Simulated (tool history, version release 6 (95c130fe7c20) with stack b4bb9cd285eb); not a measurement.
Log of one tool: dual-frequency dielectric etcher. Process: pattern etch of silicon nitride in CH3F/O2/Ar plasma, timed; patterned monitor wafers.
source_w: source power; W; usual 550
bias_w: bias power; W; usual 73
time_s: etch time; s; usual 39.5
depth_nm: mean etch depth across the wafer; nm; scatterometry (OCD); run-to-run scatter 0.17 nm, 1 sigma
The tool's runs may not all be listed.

run,day,source_w,bias_w,time_s,"read-back reference wafer on the same gauge, depth_nm",depth_nm
1,0.000,550,73,39.5,27.10,32.17
2,1.208,550,73,39.5,27.14,32.09
# day 3.967: wet clean of the chamber
3,3.988,640,62,39.5,27.13,32.61
4,4.471,550,73,39.5,27.08,32.14
5,5.946,550,73,39.5,26.94,31.98
6,8.896,450,73,39.5,27.00,29.62
7,10.625,550,73,39.5,26.90,31.83
8,12.512,550,73,39.5,26.94,31.73
# day 14.408: bias power generator calibrated
9,14.700,550,73,39.5,26.90,32.21
10,16.146,550,73,44.5,26.92,35.84
11,18.125,600,73,39.5,26.82,32.90
12,20.308,550,73,39.5,26.86,31.94
13,21.371,550,73,39.5,26.81,32.09
14,23.929,550,73,39.5,26.91,31.77
15,24.946,550,63,42.5,26.84,32.78
16,26.683,550,73,39.5,26.79,31.53
# day 27.692: wet clean of the chamber
17,27.996,550,73,39.5,26.79,31.63
18,29.650,550,73,48.0,26.75,38.24
# day 32.654: upper electrode replaced
19,32.675,550,73,39.5,26.84,31.92
20,34.142,410,79,29.5,26.85,21.40
# day 34.571: source power generator calibrated
# day 34.771: gauge calibrated
21,36.388,630,81,39.5,28.05,36.12
22,37.792,550,61,39.5,27.90,31.32
23,38.850,410,85,45.0,27.80,35.29
24,40.604,460,58,44.5,27.84,32.37
25,42.017,550,73,39.5,27.65,33.05
26,44.392,640,68,39.5,27.55,34.14
# day 47.004: wet clean of the chamber
27,47.379,510,65,44.0,27.45,33.96
28,49.921,550,67,31.0,27.41,25.07
29,52.667,550,87,39.5,27.34,34.19
30,54.046,610,62,39.5,27.24,32.21
31,55.854,510,65,44.0,27.32,33.61

Had the tool no unlogged condition, and each run kept its random variation, what would the results have been?
Unlogged tool condition in this case: etch rate over this chamber's usual, %; source power that arrives over what is set, %; bias power that arrives over what is set, %; gauge reads high (%).
run,depth_nm
1,33.32
2,33.27
3,33.87
4,33.39
5,33.26
6,30.86
7,33.19
8,33.11
9,33.64
10,37.45
11,34.40
12,33.42
13,33.58
14,33.27
15,34.34
16,33.04
17,33.15
18,40.09
19,33.49
20,22.45
21,36.27
22,31.54
23,35.61
24,32.77
25,33.53
26,34.77
27,34.72
28,25.71
29,35.17
30,33.17
31,34.66
